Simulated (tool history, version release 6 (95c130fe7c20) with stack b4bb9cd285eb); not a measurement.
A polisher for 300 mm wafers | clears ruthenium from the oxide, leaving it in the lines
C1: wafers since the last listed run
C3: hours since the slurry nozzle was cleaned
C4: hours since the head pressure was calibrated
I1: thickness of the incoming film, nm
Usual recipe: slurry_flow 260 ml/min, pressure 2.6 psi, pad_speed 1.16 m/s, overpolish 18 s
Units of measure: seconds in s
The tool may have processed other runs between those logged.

Run 1, hour 0: usual settings but slurry_flow 330 ml/min; C1 0; wafers polished on this pad 400; C3 515; C4 698.3; I1 165.1. Result: seconds 105.1 s.
Run 2, hour 10: usual settings but slurry_flow 195 ml/min; C1 98; wafers polished on this pad 499; C3 525; C4 708.3; I1 167.3. Result: seconds 111.4 s.
At hour 20.8: worn pad replaced by a new one.
Run 3, hour 27.6: usual settings but pressure 2.3 psi, overpolish 26 s; C1 134; wafers polished on this pad 67; C3 542.6; C4 725.9; I1 167. Result: seconds 120 s.
Run 4, hour 42.2: usual settings but pressure 2.3 psi, overpolish 26 s; C1 144; wafers polished on this pad 211; C3 557.2; C4 740.5; I1 166.4. Result: seconds 123.2 s.
Run 5, hour 55.8: usual settings but pressure 2.3 psi, overpolish 26 s; C1 134; wafers polished on this pad 345; C3 570.8; C4 754.1; I1 165.7. Result: seconds 123.6 s.
Run 6, hour 66.2: usual settings; C1 102; wafers polished on this pad 447; C3 581.2; C4 764.5; I1 165.8. Result: seconds 108 s.
At hour 73.6: head pressure recalibrated.
At hour 76.9: slurry nozzle cleaned.
At hour 84.9: worn pad replaced by a new one.
Run 7, hour 85.4: usual settings; C1 120; wafers polished on this pad 5; C3 8.5; C4 11.8; I1 164.5. Result: seconds 98.5 s.
Run 8, hour 96: usual settings; C1 104; wafers polished on this pad 109; C3 19.1; C4 22.4; I1 165.6. Result: seconds 99.9 s.

What will run 9 give?
Run 9, hour 111: usual settings but slurry_flow 335 ml/min, overpolish 22 s; C1 148; wafers polished on this pad 257; C3 34.1; C4 37.4; I1 166.5. Result: seconds ?.

seconds: 101 s
With no hidden state in the tool, this same run would have given seconds 96.2 s.

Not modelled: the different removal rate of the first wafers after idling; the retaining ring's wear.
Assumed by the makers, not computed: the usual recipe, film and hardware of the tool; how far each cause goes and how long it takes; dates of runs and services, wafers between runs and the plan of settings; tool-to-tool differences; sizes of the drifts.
